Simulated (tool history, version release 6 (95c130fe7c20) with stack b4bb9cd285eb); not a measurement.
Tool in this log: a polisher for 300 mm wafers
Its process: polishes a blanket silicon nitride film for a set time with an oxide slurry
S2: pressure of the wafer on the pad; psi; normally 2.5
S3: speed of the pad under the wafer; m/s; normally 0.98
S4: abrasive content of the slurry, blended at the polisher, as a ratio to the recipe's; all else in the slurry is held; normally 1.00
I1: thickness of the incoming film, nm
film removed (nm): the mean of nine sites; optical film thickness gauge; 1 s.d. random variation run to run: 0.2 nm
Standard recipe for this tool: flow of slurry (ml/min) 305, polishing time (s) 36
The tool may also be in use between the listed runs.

{"run": 1, "hour": 0.0, "flow of slurry (ml/min)": 305, "S2": 2.5, "S3": 0.98, "S4": 1.0, "polishing time (s)": 36, "I1": 382.0, "film removed (nm)": 14.4}
{"run": 2, "hour": 32.4, "flow of slurry (ml/min)": 305, "S2": 2.5, "S3": 0.98, "S4": 1.0, "polishing time (s)": 36, "I1": 373.3, "film removed (nm)": 13.8}
{"hour": 60.3, "done": "worn pad replaced by a new one"}
{"run": 3, "hour": 68.2, "flow of slurry (ml/min)": 305, "S2": 2.5, "S3": 0.98, "S4": 1.0, "polishing time (s)": 40, "I1": 385.5, "film removed (nm)": 15.3}
{"hour": 218.9, "done": "worn pad replaced by a new one"}
{"run": 4, "hour": 219.4, "flow of slurry (ml/min)": 305, "S2": 2.5, "S3": 0.98, "S4": 1.0, "polishing time (s)": 40, "I1": 375.0, "film removed (nm)": 15.1}
{"hour": 230.9, "done": "head pressure recalibrated"}
{"run": 5, "hour": 245.6, "flow of slurry (ml/min)": 305, "S2": 2.5, "S3": 0.98, "S4": 1.0, "polishing time (s)": 40, "I1": 381.3, "film removed (nm)": 15.0}
{"hour": 284.6, "done": "conditioning disc replaced and pad reconditioned"}
{"run": 6, "hour": 306.6, "flow of slurry (ml/min)": 305, "S2": 2.5, "S3": 0.98, "S4": 1.0, "polishing time (s)": 36, "I1": 382.9, "film removed (nm)": 13.5}
{"hour": 319.0, "done": "slurry nozzle cleaned"}
{"run": 7, "hour": 333.6, "flow of slurry (ml/min)": 305, "S2": 2.5, "S3": 0.98, "S4": 1.0, "polishing time (s)": 36, "I1": 382.9, "film removed (nm)": 12.9}
{"run": 8, "hour": 380.8, "flow of slurry (ml/min)": 305, "S2": 2.5, "S3": 0.98, "S4": 1.0, "polishing time (s)": 36, "I1": 376.5, "film removed (nm)": 12.7}
{"hour": 389.4, "done": "worn pad replaced by a new one"}
{"hour": 398.0, "done": "slurry blender recalibrated"}
{"run": 9, "hour": 420.6, "flow of slurry (ml/min)": 345, "S2": 3.2, "S3": 0.98, "S4": 0.9, "polishing time (s)": 36, "I1": 378.6, "film removed (nm)": 17.6}
{"run": 10, "hour": 446.8, "flow of slurry (ml/min)": 345, "S2": 2.5, "S3": 0.86, "S4": 1.0, "polishing time (s)": 23, "I1": 378.9, "film removed (nm)": 8.1}
{"run": 11, "hour": 489.3, "flow of slurry (ml/min)": 305, "S2": 2.5, "S3": 0.98, "S4": 1.0, "polishing time (s)": 36, "I1": 376.0, "film removed (nm)": 14.3}
{"run": 12, "hour": 516.1, "flow of slurry (ml/min)": 370, "S2": 2.8, "S3": 0.98, "S4": 1.0, "polishing time (s)": 36, "I1": 375.0, "film removed (nm)": 15.9}
{"hour": 530.6, "done": "worn pad replaced by a new one"}
{"run": 13, "hour": 542.6, "flow of slurry (ml/min)": 305, "S2": 2.5, "S3": 0.98, "S4": 1.0, "polishing time (s)": 36, "I1": 379.6, "film removed (nm)": 14.1}
{"run": 14, "hour": 578.4, "flow of slurry (ml/min)": 255, "S2": 2.5, "S3": 1.24, "S4": 1.0, "polishing time (s)": 46, "I1": 374.8, "film removed (nm)": 21.3}
{"hour": 663.4, "done": "worn pad replaced by a new one"}
{"run": 15, "hour": 720.4, "flow of slurry (ml/min)": 255, "S2": 2.5, "S3": 1.26, "S4": 1.25, "polishing time (s)": 43, "I1": 381.2, "film removed (nm)": 21.8}
{"run": 16, "hour": 752.1, "flow of slurry (ml/min)": 360, "S2": 2.5, "S3": 0.64, "S4": 0.9, "polishing time (s)": 33, "I1": 377.6, "film removed (nm)": 8.6}

Branching from run 16: 4 alternative next runs. What would each branch give?
{"run": "A", "hour": 752.5, "flow of slurry (ml/min)": 305, "S2": 3.2, "S3": 0.98, "S4": 1.0, "polishing time (s)": 36, "I1": 378.3, "film removed (nm)": "?"}
{"run": "B", "hour": 752.5, "flow of slurry (ml/min)": 350, "S2": 2.5, "S3": 0.84, "S4": 1.15, "polishing time (s)": 28, "I1": 378.3, "film removed (nm)": "?"}
{"run": "C", "hour": 752.5, "flow of slurry (ml/min)": 355, "S2": 2.5, "S3": 0.8, "S4": 0.7, "polishing time (s)": 24, "I1": 378.3, "film removed (nm)": "?"}
{"run": "D", "hour": 752.5, "flow of slurry (ml/min)": 305, "S2": 3.2, "S3": 0.98, "S4": 1.0, "polishing time (s)": 48, "I1": 378.3, "film removed (nm)": "?"}

run=A film_removed_(nm)=17.5
run=B film_removed_(nm)=10.1
run=C film_removed_(nm)=6.6
run=D film_removed_(nm)=23.4
The same runs, with their run-to-run variation unchanged, on a tool lacking any hidden condition would have given:
run=A film_removed_(nm)=18.3
run=B film_removed_(nm)=10.6
run=C film_removed_(nm)=7.0
run=D film_removed_(nm)=24.5
